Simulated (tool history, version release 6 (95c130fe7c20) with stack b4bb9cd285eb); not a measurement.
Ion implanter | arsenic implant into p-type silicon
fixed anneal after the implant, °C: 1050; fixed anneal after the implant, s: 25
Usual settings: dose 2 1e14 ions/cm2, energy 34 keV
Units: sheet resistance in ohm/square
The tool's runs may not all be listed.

run	hour	dose	energy	wafers since the last listed run	hours since the last dose calibration	hours since the extraction supply was calibrated	hours since the gauge calibration	read-back reference wafer on the same gauge, sheet resistance	sheet resistance
1	0	1.63	34	0	1416.1	1293.6	2020.2	445.94	461.09
2	97.9	1.63	34	1631	1514	1391.5	2118.1	445.75	462.06
3	134	1.74	25.5	601	1550.1	1427.6	2154.2	446.14	460.6
4	218.1	2	39.5	1401	1634.2	1511.7	2238.3	446.25	388.95
# hour 284.3: Faraday cup replaced and dose calibrated
5	323	2	39.5	1615	38.7	1616.6	2343.2	445.95	377.06
6	395.7	2	34	1211	111.4	1689.3	2415.9	445.85	388.67
7	494.3	2	34	1643	210	1787.9	2514.5	446.03	391.65
8	550.5	1.68	34	936	266.2	1844.1	2570.7	446.24	443.21
9	647.1	2	34	1610	362.8	1940.7	2667.3	446.1	391.72
10	698.8	2	34	861	414.5	1992.4	2719	446.11	392.14
11	786.6	2	34	1463	502.3	2080.2	2806.8	445.58	393.1
# hour 802.4: extraction supply calibrated
12	827	2	34	540	542.7	24.6	2847.2	445.85	395.12
13	879	2	34	866	594.7	76.6	2899.2	445.97	395.84
14	920	1.8	24.5	683	635.7	117.6	2940.2	446.23	447.52
15	1027	1.67	34	1783	742.7	224.6	3047.2	445.67	450.01
# hour 1033.6: gauge calibrated
16	1078.6	1.54	24	860	794.3	276.2	45	445.62	504.37
17	1131.2	2.53	34	876	846.9	328.8	97.6	446.11	332.39
18	1215.6	2	24.5	1406	931.3	413.2	182	446.11	414.59
19	1291.5	1.67	34	1265	1007.2	489.1	257.9	446.03	452.32
20	1366	2	34	1241	1081.7	563.6	332.4	445.32	395.96
21	1482.9	2	24.5	1948	1198.6	680.5	449.3	446.33	417.17
22	1533.3	1.69	44	840	1249	730.9	499.7	445.65	430.01
23	1600.9	2	34	1126	1316.6	798.5	567.3	445.88	398.13
24	1651.3	2.54	25	840	1367	848.9	617.7	446.41	346.39
25	1741.3	2	34	1500	1457	938.9	707.7	445.38	397.25
26	1779	1.69	44	628	1494.7	976.6	745.4	446.09	430.59
27	1871	1.83	39	1533	1586.7	1068.6	837.4	445.85	416.5
28	1919.6	2	34	810	1635.3	1117.2	886	445.47	398.96
29	2017.3	2	34	1628	1733	1214.9	983.7	446.01	400.33
# hour 2030.1: Faraday cup replaced and dose calibrated
30	2123.4	2.27	22.5	1635	93.3	1321	1089.8	446.45	374.15
31	2223.5	1.44	24.5	1668	193.4	1421.1	1189.9	445.9	521.55
32	2305.4	1.41	34	1365	275.3	1503	1271.8	445.43	500.85
33	2366.9	2.27	28.5	1025	336.8	1564.5	1333.3	445.99	365.43
34	2434.2	1.65	22.5	1121	404.1	1631.8	1400.6	445.94	478.69
35	2516.3	2.26	39.5	1368	486.2	1713.9	1482.7	446.31	351.59
36	2553.5	1.67	34	620	523.4	1751.1	1519.9	446.01	446.62
37	2808.8	2	45	4255	778.7	2006.4	1775.2	445.93	379.44
38	2849	2	34	670	818.9	2046.6	1815.4	446.03	394.99

The tool's hidden state at each run:
deviation of the true energy from its setpoint, %: 0 in every run
gauge reads high (%): 0 in every run
H1: deviation of the true dose from the Faraday cup's reading, %
run	H1
1	-4.44
2	-4.49
3	-4.5
4	-4.53
5	-0.528
6	-1.08
7	-1.71
8	-2.02
9	-2.48
10	-2.69
11	-3.01
12	-3.13
13	-3.28
14	-3.39
15	-3.64
16	-3.74
17	-3.83
18	-3.96
19	-4.06
20	-4.14
21	-4.25
22	-4.29
23	-4.34
24	-4.37
25	-4.42
26	-4.44
27	-4.48
28	-4.5
29	-4.53
30	-0.902
31	-1.57
32	-2.02
33	-2.32
34	-2.6
35	-2.91
36	-3.03
37	-3.66
38	-3.73
